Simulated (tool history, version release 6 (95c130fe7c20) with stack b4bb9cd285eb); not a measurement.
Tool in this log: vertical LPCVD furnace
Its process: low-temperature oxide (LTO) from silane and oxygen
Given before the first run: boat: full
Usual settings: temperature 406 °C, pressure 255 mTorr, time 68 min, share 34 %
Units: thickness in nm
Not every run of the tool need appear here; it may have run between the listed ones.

run	day	temperature	pressure	time	share	wafers since the last listed run	hours since the last temperature calibration	hours since the pressure gauge was zeroed	hours since the silane flow controller was replaced	hours since the gauge calibration	read-back reference wafer on the same gauge, thickness	thickness
1	0	397	255	68	34	0	1451.5	3047.7	2800	112.7	595.58	640.46
2	2.075	406	255	68	34	869	1501.3	3097.5	2849.8	162.5	594.91	708.69
3	4.408	406	255	68	34	978	1557.3	3153.5	2905.8	218.5	595.65	707.66
4	5.721	406	255	68	34	550	1588.8	3185	2937.3	250	595.43	710.9
5	8.042	406	255	68	34	972	1644.5	3240.7	2993	305.7	595.51	708.66
# day 10.067: pressure gauge zeroed
6	10.762	406	255	68	34	721	1709.8	16.7	3058.3	371	594.91	710.42
# day 12.304: gauge calibrated
7	13.329	406	255	68	34	1075	1771.4	78.3	3119.9	24.6	595.1	713.8
8	15.396	406	215	76.5	37	866	1821	127.9	3169.5	74.2	594.95	752.03
9	16.675	406	255	68	34	536	1851.7	158.6	3200.2	104.9	595.09	718.1
10	18.454	398	315	68	36	745	1894.4	201.3	3242.9	147.6	595.1	873.58

What does the tool deliver on the next run?
# day 19.558: silane flow controller replaced
# day 19.612: thermocouples replaced and temperature profile calibrated
11	19.633	406	295	85	34	52	0.5	229.6	1.8	175.9	?	?

read-back reference wafer on the same gauge, thickness: 594.66
thickness: 997.24 nm
The same run, on a tool lacking any hidden state, would have yielded thickness 989.75 nm.

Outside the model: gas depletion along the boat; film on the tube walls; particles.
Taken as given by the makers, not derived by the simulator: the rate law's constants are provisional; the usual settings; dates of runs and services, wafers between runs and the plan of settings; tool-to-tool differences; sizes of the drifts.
